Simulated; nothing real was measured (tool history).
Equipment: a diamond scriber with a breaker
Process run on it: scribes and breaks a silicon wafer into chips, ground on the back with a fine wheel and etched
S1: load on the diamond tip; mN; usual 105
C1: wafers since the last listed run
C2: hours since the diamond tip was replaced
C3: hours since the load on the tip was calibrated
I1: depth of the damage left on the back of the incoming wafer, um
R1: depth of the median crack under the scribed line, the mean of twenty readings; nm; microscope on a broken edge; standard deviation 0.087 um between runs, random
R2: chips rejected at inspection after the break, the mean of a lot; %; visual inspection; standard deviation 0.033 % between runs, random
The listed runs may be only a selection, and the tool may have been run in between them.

run   hour   S1   C1     C2      C3    I1    R1    R2
  1      0  105    0  700.7   950.9  0.74  6540  2.39
  2   14.8   90   36  715.5   965.7  0.56  6060  4.21
  3   38.7   90   59  739.4   989.6  0.61  5950  4.31
  4   69.1   90   75  769.8    1020  0.34  6110   4.4
  5   95.1  105   64  795.8    1046   0.8  6350  2.95
  6  107.5  105   30  808.2  1058.4  0.72  6340   2.8
  7  122.6  105   37  823.3  1073.5  0.39  6350   2.8
     124.6  -- load on the tip recalibrated
  8  177.9  105  133  878.6    53.3  0.34  6450  2.84
  9  211.8  129   84  912.5    87.2  0.55  6930  1.43
     230.5  -- diamond tip replaced by a new one, of another model than before
 10  244.7  105   77   14.2   120.1  0.67  7300  0.86
 11  264.5  134   49     34   139.9   0.7  7850  1.13
 12  295.2  125   76   64.7   170.6  0.39  7490  1.01
 13  313.5  124   45     83   188.9  0.38  7350  0.95
 14  333.2   83   49  102.7   208.6  0.64  6830   1.9

Branching from run 14: 4 alternative next runs. What would each branch give?
  A  333.9  105   1  103.4  209.3  0.39   ?   ?
  B  333.9  120   1  103.4  209.3  0.39   ?   ?
  C  333.9  136   1  103.4  209.3  0.39   ?   ?
  D  333.9  133   1  103.4  209.3  0.39   ?   ?

run    R1    R2
  A  7180     1
  B  7490   0.9
  C  7810  1.12
  D  7750  1.06
Stripped of hidden state, with their random variation kept, the same runs would have yielded:
run    R1    R2
  A  7430   0.9
  B  7750  1.06
  C  8090  1.53
  D  8020  1.42

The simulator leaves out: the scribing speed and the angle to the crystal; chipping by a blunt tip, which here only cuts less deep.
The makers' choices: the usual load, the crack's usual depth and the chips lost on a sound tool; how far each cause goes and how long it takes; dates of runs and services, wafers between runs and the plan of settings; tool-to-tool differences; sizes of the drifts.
